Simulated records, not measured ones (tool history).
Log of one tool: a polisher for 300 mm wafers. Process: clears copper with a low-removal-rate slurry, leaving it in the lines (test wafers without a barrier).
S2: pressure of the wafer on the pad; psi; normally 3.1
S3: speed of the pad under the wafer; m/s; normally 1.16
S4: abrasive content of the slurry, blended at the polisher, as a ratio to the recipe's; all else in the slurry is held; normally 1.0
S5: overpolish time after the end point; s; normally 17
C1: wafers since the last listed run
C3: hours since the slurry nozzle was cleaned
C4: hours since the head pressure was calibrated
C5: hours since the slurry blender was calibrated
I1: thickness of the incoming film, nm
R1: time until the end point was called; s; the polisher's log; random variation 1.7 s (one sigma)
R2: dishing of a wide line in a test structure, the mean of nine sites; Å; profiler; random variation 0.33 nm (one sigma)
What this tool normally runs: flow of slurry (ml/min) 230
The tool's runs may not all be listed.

{"run": 1, "day": 0.0, "flow of slurry (ml/min)": 230, "S2": 3.1, "S3": 1.16, "S4": 1.0, "S5": 17, "C1": 0, "wafers polished on this pad": 1589, "C3": 385.9, "C4": 743.5, "C5": 64.4, "I1": 564.0, "R1": 144.6, "R2": 165}
{"day": 0.767, "done": "head pressure recalibrated"}
{"day": 1.104, "done": "slurry nozzle cleaned"}
{"run": 2, "day": 1.692, "flow of slurry (ml/min)": 230, "S2": 3.1, "S3": 1.16, "S4": 1.0, "S5": 17, "C1": 186, "wafers polished on this pad": 1776, "C3": 14.1, "C4": 22.2, "C5": 105.0, "I1": 567.5, "R1": 148.7, "R2": 166}
{"run": 3, "day": 4.508, "flow of slurry (ml/min)": 230, "S2": 3.1, "S3": 1.16, "S4": 1.0, "S5": 17, "C1": 335, "wafers polished on this pad": 2112, "C3": 81.7, "C4": 89.8, "C5": 172.6, "I1": 570.1, "R1": 153.1, "R2": 166}
{"day": 4.917, "done": "worn pad replaced by a new one"}
{"run": 4, "day": 8.775, "flow of slurry (ml/min)": 170, "S2": 3.1, "S3": 1.16, "S4": 1.0, "S5": 17, "C1": 489, "wafers polished on this pad": 460, "C3": 184.1, "C4": 192.2, "C5": 275.0, "I1": 567.7, "R1": 142.0, "R2": 172}
{"run": 5, "day": 10.358, "flow of slurry (ml/min)": 230, "S2": 3.1, "S3": 1.16, "S4": 1.0, "S5": 17, "C1": 188, "wafers polished on this pad": 648, "C3": 222.1, "C4": 230.2, "C5": 313.0, "I1": 577.5, "R1": 139.0, "R2": 168}
{"run": 6, "day": 12.392, "flow of slurry (ml/min)": 230, "S2": 3.1, "S3": 1.16, "S4": 1.0, "S5": 17, "C1": 242, "wafers polished on this pad": 891, "C3": 270.9, "C4": 279.0, "C5": 361.8, "I1": 567.1, "R1": 140.6, "R2": 162}
{"day": 14.133, "done": "slurry blender recalibrated"}
{"run": 7, "day": 15.575, "flow of slurry (ml/min)": 230, "S2": 3.1, "S3": 1.16, "S4": 1.0, "S5": 17, "C1": 369, "wafers polished on this pad": 1261, "C3": 347.3, "C4": 355.4, "C5": 34.6, "I1": 572.3, "R1": 143.2, "R2": 168}
{"day": 15.958, "done": "slurry nozzle cleaned"}
{"run": 8, "day": 17.212, "flow of slurry (ml/min)": 230, "S2": 3.1, "S3": 1.16, "S4": 1.0, "S5": 17, "C1": 190, "wafers polished on this pad": 1451, "C3": 30.1, "C4": 394.7, "C5": 73.9, "I1": 566.1, "R1": 145.7, "R2": 171}
{"day": 19.967, "done": "worn pad replaced by a new one"}
{"run": 9, "day": 20.912, "flow of slurry (ml/min)": 230, "S2": 3.1, "S3": 1.16, "S4": 1.0, "S5": 17, "C1": 421, "wafers polished on this pad": 112, "C3": 118.9, "C4": 483.5, "C5": 162.7, "I1": 564.1, "R1": 136.4, "R2": 164}
{"run": 10, "day": 23.717, "flow of slurry (ml/min)": 230, "S2": 3.1, "S3": 1.16, "S4": 1.0, "S5": 17, "C1": 334, "wafers polished on this pad": 447, "C3": 186.2, "C4": 550.8, "C5": 230.0, "I1": 574.6, "R1": 138.5, "R2": 167}
{"run": 11, "day": 25.942, "flow of slurry (ml/min)": 230, "S2": 3.1, "S3": 1.16, "S4": 1.0, "S5": 17, "C1": 265, "wafers polished on this pad": 712, "C3": 239.6, "C4": 604.2, "C5": 283.4, "I1": 560.8, "R1": 135.8, "R2": 166}
{"day": 27.075, "done": "head pressure recalibrated"}
{"run": 12, "day": 29.962, "flow of slurry (ml/min)": 230, "S2": 3.1, "S3": 1.26, "S4": 1.0, "S5": 17, "C1": 469, "wafers polished on this pad": 1182, "C3": 336.1, "C4": 69.3, "C5": 379.9, "I1": 572.4, "R1": 131.6, "R2": 166}
{"day": 31.792, "done": "slurry blender recalibrated"}
{"day": 32.829, "done": "slurry nozzle cleaned"}
{"run": 13, "day": 34.129, "flow of slurry (ml/min)": 230, "S2": 3.1, "S3": 1.26, "S4": 1.0, "S5": 17, "C1": 482, "wafers polished on this pad": 1664, "C3": 31.2, "C4": 169.3, "C5": 56.1, "I1": 556.7, "R1": 135.8, "R2": 176}
{"run": 14, "day": 35.962, "flow of slurry (ml/min)": 230, "S2": 3.1, "S3": 1.16, "S4": 0.8, "S5": 17, "C1": 218, "wafers polished on this pad": 1882, "C3": 75.2, "C4": 213.3, "C5": 100.1, "I1": 576.9, "R1": 155.3, "R2": 166}

Run 15 comes next. What will it give?
{"day": 38.242, "done": "worn pad replaced by a new one"}
{"run": 15, "day": 39.221, "flow of slurry (ml/min)": 230, "S2": 3.1, "S3": 1.16, "S4": 1.0, "S5": 17, "C1": 368, "wafers polished on this pad": 116, "C3": 153.4, "C4": 291.5, "C5": 178.3, "I1": 558.4, "R1": "?", "R2": "?"}

{"run 15": {"R1": 134.8, "R2": 167}}
Without the tool's hidden state the same run would have given R1 133.7 s, R2 168 Å.
